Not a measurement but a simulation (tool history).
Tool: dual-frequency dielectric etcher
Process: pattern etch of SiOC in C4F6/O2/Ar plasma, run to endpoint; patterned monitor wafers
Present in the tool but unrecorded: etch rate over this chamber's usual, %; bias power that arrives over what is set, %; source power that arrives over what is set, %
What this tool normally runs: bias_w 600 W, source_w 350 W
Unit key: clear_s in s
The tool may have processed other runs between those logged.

run   hour  bias_w  source_w  wafers since the last listed run  hours since the last wet clean  hours since the last bias power generator calibration  hours since the last source power generator calibration  hours since the last upper electrode change  incoming incoming film thickness, nm  clear_s
  1    0.0     480       410                                 0                           337.8                                                 4536.6                                                   3568.7                                       5871.9                                 36.06     13.5
  2   17.5     600       350                               378                           355.3                                                 4554.1                                                   3586.2                                       5889.4                                 36.32     12.8
  3   32.1     600       420                               315                           369.9                                                 4568.7                                                   3600.8                                       5904.0                                 36.08     12.2
  4   42.0     600       420                               214                           379.8                                                 4578.6                                                   3610.7                                       5913.9                                 35.63     12.1
      84.2  -- wet clean of the chamber
  5   84.7     600       350                               404                             0.5                                                 4621.3                                                   3653.4                                       5956.6                                 36.12     12.2
  6   85.0     600       350                                 6                             0.8                                                 4621.6                                                   3653.7                                       5956.9                                 35.99     12.1
  7   90.7     543       370                               123                             6.5                                                 4627.3                                                   3659.4                                       5962.6                                 36.35     12.7
  8   98.2     543       370                               162                            14.0                                                 4634.8                                                   3666.9                                       5970.1                                 35.89     12.5
     112.8  -- bias power generator calibrated
     113.3  -- source power generator calibrated
  9  114.9     543       370                               264                            30.7                                                    2.1                                                      1.6                                       5986.8                                 36.11     12.7
     149.4  -- upper electrode replaced
 10  149.9     600       350                               238                            65.7                                                   37.1                                                     36.6                                          0.5                                 36.23     12.5
 11  150.3     732       300                                 8                            66.1                                                   37.5                                                     37.0                                          0.9                                 36.01     11.5
 12  192.9     600       350                               922                           108.7                                                   80.1                                                     79.6                                         43.5                                 36.30     12.5
 13  201.3     543       370                               181                           117.1                                                   88.5                                                     88.0                                         51.9                                 36.26     13.0
 14  218.8     668       350                               378                           134.6                                                  106.0                                                    105.5                                         69.4                                 36.21     11.9
 15  234.2     459       280                               333                           150.0                                                  121.4                                                    120.9                                         84.8                                 35.87     14.8
 16  245.1     600       280                               235                           160.9                                                  132.3                                                    131.8                                         95.7                                 35.80     12.9
 17  255.4     688       350                               222                           171.2                                                  142.6                                                    142.1                                        106.0                                 35.86     11.5
 18  262.1     655       400                               145                           177.9                                                  149.3                                                    148.8                                        112.7                                 36.25     11.6

List, for all runs, the conditions of the tool that the log does not record:
bias power that arrives over what is set, %: 0, the same for each run
source power that arrives over what is set, %: 0, the same for each run
H1: etch rate over this chamber's usual, %
run       H1
  1    -3.75
  2    -3.95
  3    -4.11
  4    -4.22
  5  -0.0761
  6  -0.0794
  7   -0.143
  8   -0.227
  9   -0.414
 10   -0.807
 11   -0.811
 12    -1.29
 13    -1.38
 14    -1.58
 15    -1.75
 16    -1.87
 17    -1.99
 18    -2.06

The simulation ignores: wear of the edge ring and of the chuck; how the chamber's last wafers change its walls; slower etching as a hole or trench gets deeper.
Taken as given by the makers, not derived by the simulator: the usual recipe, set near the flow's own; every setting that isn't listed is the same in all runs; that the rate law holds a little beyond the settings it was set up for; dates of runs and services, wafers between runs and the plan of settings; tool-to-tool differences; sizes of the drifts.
